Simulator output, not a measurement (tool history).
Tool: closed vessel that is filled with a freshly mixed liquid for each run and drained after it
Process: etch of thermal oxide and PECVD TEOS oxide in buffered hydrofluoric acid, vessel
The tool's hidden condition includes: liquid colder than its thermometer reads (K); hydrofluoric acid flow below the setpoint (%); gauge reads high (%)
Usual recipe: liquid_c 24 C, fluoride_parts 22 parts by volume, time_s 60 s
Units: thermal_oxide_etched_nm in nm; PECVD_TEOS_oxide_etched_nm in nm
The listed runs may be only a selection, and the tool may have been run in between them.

run	day	liquid_c	fluoride_parts	time_s	wafers since the last listed run	hours since the thermometer was replaced	hours since the hydrofluoric acid flow meter was replaced	hours since the gauge calibration	read-back film thickness of the thermal oxide reference wafer, read on the same gauge (nm)	read-back film thickness of the PECVD TEOS oxide reference wafer, read on the same gauge (nm)	thermal_oxide_etched_nm	PECVD_TEOS_oxide_etched_nm
1	0	24	22	30	0	2379.1	1872.5	244.3	129.98	140.02	14.67	18.96
2	1.2	24	22	30	2536	2407.9	1901.3	273.1	130	140.01	14.47	18.9
3	3.988	24	22	30	5891	2474.8	1968.2	340	130.01	140.02	14.61	18.8
4	6.954	24	27.5	60	6270	2546	2039.4	411.2	130.01	140.01	24.48	31.65
5	9.321	24	27.5	60	5002	2602.8	2096.2	468	129.99	139.99	24.45	31.65
6	11.446	24	27.5	60	4491	2653.8	2147.2	519	129.96	140	24.52	31.28
7	14.108	27	22	60	5627	2717.7	2211.1	582.9	130.01	139.99	33.62	44.18
8	16.142	27	22	60	4297	2766.5	2259.9	631.7	130.02	140.01	33.72	43.48
9	17.262	27	22	60	2368	2793.4	2286.8	658.6	129.98	140.02	33.8	43.41
10	18.454	21	27	70	2518	2822	2315.4	687.2	130	140	24.16	31.25
11	19.796	24	22	60	2835	2854.2	2347.6	719.4	129.97	139.99	28.52	36.77
12	21.25	21	15.5	60	3073	2889.1	2382.5	754.3	129.99	139.98	31.68	40.95
# day 23.621: hydrofluoric acid flow meter replaced
# day 23.862: thermometer replaced
13	24.196	24	22	75	6050	8	13.8	825	130	140.03	39.63	51.49
# day 25.242: gauge calibrated
14	26.292	24	22	40	4429	58.3	64.1	25.2	130	140.02	21.23	27.3
15	27.379	25.5	29	60	2298	84.4	90.2	51.3	130	139.98	28.72	36.82
16	28.888	24	22	60	3187	120.6	126.4	87.5	130	139.98	31.97	40.85
17	31.35	24	27.5	90	5204	179.7	185.5	146.6	129.98	139.99	40.44	53.13
18	32.404	25.5	24.5	75	2228	205	210.8	171.9	129.99	139.97	40.2	51.41
19	34.967	20	22	60	5415	266.5	272.3	233.4	130.02	140.02	24.94	32.72

Below are 4 alternative next runs, each starting from the tool's condition after run 19. Predict each:
A	34.996	29	22	60	61	267.2	273	234.1	?	?	?	?
B	34.996	20.5	14	75	61	267.2	273	234.1	?	?	?	?
C	34.996	27	13.5	50	61	267.2	273	234.1	?	?	?	?
D	34.996	24	28	60	61	267.2	273	234.1	?	?	?	?

run	read-back film thickness of the thermal oxide reference wafer, read on the same gauge (nm)	read-back film thickness of the PECVD TEOS oxide reference wafer, read on the same gauge (nm)	thermal_oxide_etched_nm	PECVD_TEOS_oxide_etched_nm
A	130.02	140.01	41.4	53.49
B	130.02	140.01	49.06	63.39
C	130.02	140.01	48.37	62.5
D	130.02	140.01	26.77	34.59
Stripped of hidden state, with their random variation kept, the same runs would have yielded:
run	thermal_oxide_etched_nm	PECVD_TEOS_oxide_etched_nm
A	42.04	54.32
B	50.16	64.81
C	49.45	63.89
D	27.19	35.13
